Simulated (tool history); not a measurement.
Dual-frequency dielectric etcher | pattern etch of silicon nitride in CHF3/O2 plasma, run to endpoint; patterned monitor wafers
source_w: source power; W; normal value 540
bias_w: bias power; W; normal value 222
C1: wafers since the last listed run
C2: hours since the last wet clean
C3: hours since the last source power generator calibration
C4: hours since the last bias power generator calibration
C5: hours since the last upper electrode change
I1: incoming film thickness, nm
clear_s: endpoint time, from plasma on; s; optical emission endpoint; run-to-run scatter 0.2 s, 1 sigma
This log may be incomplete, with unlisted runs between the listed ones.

Run 1, day 0.000: usual settings; C1 0; C2 636.0; C3 2321.0; C4 1562.1; C5 2224.2; I1 85.8. Result: clear_s 57.9 s.
At day 1.592: wet clean of the chamber.
Run 2, day 1.612: usual settings but source_w 460 W; C1 227; C2 0.5; C3 2359.7; C4 1600.8; C5 2262.9; I1 87.3. Result: clear_s 61.3 s.
Run 3, day 2.862: usual settings but source_w 460 W; C1 464; C2 30.5; C3 2389.7; C4 1630.8; C5 2292.9; I1 85.5. Result: clear_s 60.3 s.
Run 4, day 4.092: usual settings but source_w 460 W; C1 456; C2 60.0; C3 2419.2; C4 1660.3; C5 2322.4; I1 86.8. Result: clear_s 60.8 s.
Run 5, day 5.425: usual settings; C1 495; C2 92.0; C3 2451.2; C4 1692.3; C5 2354.4; I1 87.0. Result: clear_s 58.7 s.
Run 6, day 6.533: usual settings; C1 411; C2 118.6; C3 2477.8; C4 1718.9; C5 2381.0; I1 86.9. Result: clear_s 58.6 s.
Run 7, day 7.875: usual settings; C1 498; C2 150.8; C3 2510.0; C4 1751.1; C5 2413.2; I1 86.8. Result: clear_s 58.5 s.
Run 8, day 9.004: usual settings; C1 419; C2 177.9; C3 2537.1; C4 1778.2; C5 2440.3; I1 85.9. Result: clear_s 57.7 s.
Run 9, day 10.454: usual settings; C1 538; C2 212.7; C3 2571.9; C4 1813.0; C5 2475.1; I1 86.3. Result: clear_s 58.4 s.
Run 10, day 11.738: usual settings but source_w 640 W, bias_w 249 W; C1 476; C2 243.5; C3 2602.7; C4 1843.8; C5 2505.9; I1 86.7. Result: clear_s 54.0 s.
Run 11, day 12.825: usual settings but source_w 640 W, bias_w 249 W; C1 403; C2 269.6; C3 2628.8; C4 1869.9; C5 2532.0; I1 86.5. Result: clear_s 53.7 s.
At day 14.038: source power generator calibrated.
Run 12, day 14.058: usual settings; C1 396; C2 299.2; C3 0.5; C4 1899.5; C5 2561.6; I1 86.6. Result: clear_s 58.2 s.
Run 13, day 14.846: usual settings; C1 292; C2 318.1; C3 19.4; C4 1918.4; C5 2580.5; I1 86.2. Result: clear_s 58.1 s.
Run 14, day 16.108: usual settings but source_w 660 W, bias_w 250 W; C1 468; C2 348.4; C3 49.7; C4 1948.7; C5 2610.8; I1 87.0. Result: clear_s 53.7 s.
Run 15, day 17.538: usual settings; C1 530; C2 382.7; C3 84.0; C4 1983.0; C5 2645.1; I1 87.0. Result: clear_s 58.5 s.
At day 18.738: upper electrode replaced.
Run 16, day 18.762: usual settings; C1 83; C2 412.1; C3 113.4; C4 2012.4; C5 0.6; I1 86.7. Result: clear_s 58.3 s.
Run 17, day 19.788: usual settings but source_w 600 W, bias_w 240 W; C1 380; C2 436.7; C3 138.0; C4 2037.0; C5 25.2; I1 87.4. Result: clear_s 55.9 s.
Run 18, day 20.779: usual settings but source_w 410 W, bias_w 246 W; C1 368; C2 460.5; C3 161.8; C4 2060.8; C5 49.0; I1 85.4. Result: clear_s 60.3 s.
At day 21.933: bias power generator calibrated.
Run 19, day 22.238: usual settings; C1 479; C2 495.5; C3 196.8; C4 7.3; C5 84.0; I1 86.7. Result: clear_s 58.4 s.
At day 23.425: wet clean of the chamber.
Run 20, day 25.029: usual settings; C1 665; C2 38.5; C3 263.8; C4 74.3; C5 151.0; I1 85.5. Result: clear_s 57.5 s.
Run 21, day 25.875: usual settings but source_w 580 W, bias_w 172 W; C1 314; C2 58.8; C3 284.1; C4 94.6; C5 171.3; I1 87.2. Result: clear_s 60.7 s.
Run 22, day 27.017: usual settings; C1 423; C2 86.2; C3 311.5; C4 122.0; C5 198.7; I1 86.6. Result: clear_s 57.9 s.
Run 23, day 28.958: usual settings but source_w 470 W; C1 721; C2 132.8; C3 358.1; C4 168.6; C5 245.3; I1 86.8. Result: clear_s 61.1 s.
Run 24, day 29.525: usual settings but source_w 450 W, bias_w 187 W; C1 210; C2 146.4; C3 371.7; C4 182.2; C5 258.9; I1 86.5. Result: clear_s 63.5 s.
Run 25, day 30.779: usual settings but source_w 640 W, bias_w 257 W; C1 465; C2 176.5; C3 401.8; C4 212.3; C5 289.0; I1 87.1. Result: clear_s 53.5 s.
Run 26, day 31.633: usual settings but bias_w 259 W; C1 317; C2 197.0; C3 422.3; C4 232.8; C5 309.5; I1 86.7. Result: clear_s 56.3 s.

What differs in the tool's unlogged condition from the final listed run ahead of each entry between runs to the first listed run following it?
Logged between run 1 and run 2: wet clean of the chamber (day 1.592)
  no difference in the tool's unlogged condition between these two runs
Logged between run 11 and run 12: source power generator calibrated (day 14.038)
  no difference in the tool's unlogged condition between these two runs
Logged between run 15 and run 16: upper electrode replaced (day 18.738)
  no difference in the tool's unlogged condition between these two runs
Logged between run 18 and run 19: bias power generator calibrated (day 21.933)
  no difference in the tool's unlogged condition between these two runs
Logged between run 19 and run 20: wet clean of the chamber (day 23.425)
  no difference in the tool's unlogged condition between these two runs
